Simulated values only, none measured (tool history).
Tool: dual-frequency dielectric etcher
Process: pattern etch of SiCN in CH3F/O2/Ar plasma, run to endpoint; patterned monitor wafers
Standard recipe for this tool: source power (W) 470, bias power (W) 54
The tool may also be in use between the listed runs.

run   hour  source power (W)  bias power (W)  incoming incoming film thickness, nm  endpoint time (s)
  1    0.0               470              54                                  6.67               19.0
  2    6.5               470              54                                  6.73               19.2
  3   19.6               560              46                                  6.75               18.7
  4   26.0               560              46                                  6.72               18.6
  5   39.7               440              54                                  6.74               19.9
  6   50.5               440              54                                  6.77               20.1
  7   89.9               440              54                                  6.80               20.1
  8  101.5               390              54                                  6.72               21.3
  9  118.8               470              54                                  6.65               19.0
 10  133.4               470              54                                  6.73               19.4
 11  146.3               470              54                                  6.68               19.2
 12  153.6               410              54                                  6.69               20.6
 13  169.5               410              54                                  6.75               20.8
 14  180.3               470              54                                  6.68               19.1
 15  197.9               470              54                                  6.71               19.3
 16  227.0               470              43                                  6.65               21.0
 17  234.3               470              54                                  6.70               19.4
 18  244.1               470              45                                  6.79               21.0
     249.8  -- source power generator calibrated
 19  253.6               380              47                                  6.67               22.9
 20  262.5               550              50                                  6.73               18.5
 21  277.4               470              54                                  6.67               19.3
 22  294.3               520              46                                  6.62               19.4
 23  323.4               470              54                                  6.67               19.4
     350.2  -- wet clean of the chamber
     361.4  -- upper electrode replaced
     364.7  -- bias power generator calibrated
 24  365.2               470              43                                  6.62               20.2
 25  365.5               470              54                                  6.69               18.6
 26  365.8               470              54                                  6.71               18.6
 27  373.1               410              59                                  6.78               19.6
 28  382.1               530              54                                  6.66               17.5
 29  390.6               430              46                                  6.71               21.0
 30  403.7               390              64                                  6.64               19.1
 31  415.7               350              46                                  6.77               24.0
 32  433.3               510              40                                  6.73               20.5
 33  447.1               470              54                                  6.68               18.7
 34  456.7               470              54                                  6.72               18.9
 35  501.6               380              41                                  6.77               24.2

Consider 4 possible next runs. They are alternatives, not a sequence: every one starts from the tool as it was left by run 35. What does each give?
  A  502.0               470              46                                  6.71                  ?
  B  502.0               550              40                                  6.71                  ?
  C  502.0               400              40                                  6.71                  ?
  D  502.0               590              50                                  6.71                  ?

run  endpoint time (s)
  A               20.1
  B               19.6
  C               23.4
  D               17.3
Take away the tool's hidden state, keep each run's random variation, and the runs would have read:
run  endpoint time (s)
  A               19.9
  B               19.4
  C               23.1
  D               17.1
